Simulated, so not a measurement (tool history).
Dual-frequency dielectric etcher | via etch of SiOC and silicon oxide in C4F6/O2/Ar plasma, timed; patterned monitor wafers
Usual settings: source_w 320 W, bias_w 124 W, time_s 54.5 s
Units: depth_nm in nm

| run | hour | source_w | bias_w | time_s | read-back reference wafer on the same gauge, depth_nm | depth_nm |
|---|---|---|---|---|---|---|
| 1 | 0.0 | 320 | 124 | 54.5 | 50.1 | 42.5 |
| 2 | 42.8 | 320 | 124 | 54.5 | 50.1 | 42.6 |
| 3 | 100.6 | 320 | 124 | 54.5 | 50.1 | 42.7 |
| 4 | 128.8 | 290 | 101 | 54.5 | 50.0 | 38.2 |
| 5 | 182.7 | 320 | 124 | 54.5 | 50.2 | 42.7 |
| 6 | 300.6 | 320 | 124 | 54.5 | 50.1 | 42.6 |
| 7 | 346.0 | 320 | 124 | 54.5 | 50.1 | 42.6 |
| 8 | 375.0 | 320 | 124 | 54.5 | 50.1 | 42.7 |
| 9 | 408.8 | 320 | 124 | 54.5 | 50.1 | 42.8 |
| 10 | 474.3 | 320 | 124 | 54.5 | 50.1 | 42.6 |
| 11 | 509.3 | 320 | 124 | 54.5 | 50.1 | 42.6 |
| 12 | 579.8 | 320 | 124 | 54.5 | 50.1 | 42.6 |
| 13 | 634.2 | 320 | 124 | 54.5 | 50.1 | 42.5 |
| 14 | 668.5 | 270 | 114 | 40.0 | 50.1 | 28.7 |
| 15 | 726.1 | 400 | 110 | 54.5 | 50.1 | 44.0 |
| 16 | 786.9 | 280 | 134 | 54.5 | 50.1 | 42.2 |
| 17 | 813.7 | 300 | 146 | 65.0 | 50.1 | 52.9 |
| 18 | 871.5 | 320 | 124 | 54.5 | 50.0 | 42.6 |
| 19 | 936.2 | 250 | 144 | 59.5 | 50.1 | 45.7 |
| 20 | 988.5 | 360 | 124 | 45.5 | 50.1 | 36.9 |
| 21 | 1049.9 | 320 | 155 | 64.0 | 50.1 | 54.6 |
| 22 | 1104.1 | 320 | 124 | 54.5 | 50.1 | 42.7 |
| 23 | 1156.1 | 250 | 124 | 54.5 | 50.1 | 39.6 |
| 24 | 1182.7 | 250 | 138 | 68.5 | 50.1 | 51.8 |
| 25 | 1213.9 | 320 | 124 | 54.5 | 50.1 | 42.7 |
| 26 | 1295.8 | 300 | 103 | 67.5 | 50.1 | 48.1 |
| 27 | 1337.3 | 400 | 124 | 54.5 | 50.1 | 45.9 |
| 28 | 1394.3 | 320 | 124 | 54.5 | 50.1 | 42.6 |
| 29 | 1436.1 | 350 | 140 | 40.5 | 50.1 | 34.2 |
| 30 | 1498.6 | 280 | 124 | 60.0 | 50.1 | 45.0 |
| 31 | 1557.0 | 240 | 139 | 58.5 | 50.1 | 44.0 |

Not shown: 6 entries that the log had between the listed runs. Between which runs, and how does the tool's hidden state differ before and after?
Between runs 11 and 12: wet clean of the chamber (hour 579.3)
  no hidden state differs between the two runs
Between runs 14 and 15: bias power generator calibrated (hour 683.7)
  no hidden state differs between the two runs
Between runs 15 and 16: source power generator calibrated (hour 745.9); upper electrode replaced (hour 783.3)
  no hidden state differs between the two runs
Between runs 17 and 18: gauge calibrated (hour 871.0)
  no hidden state differs between the two runs
Between runs 25 and 26: wet clean of the chamber (hour 1295.3)
  no hidden state differs between the two runs
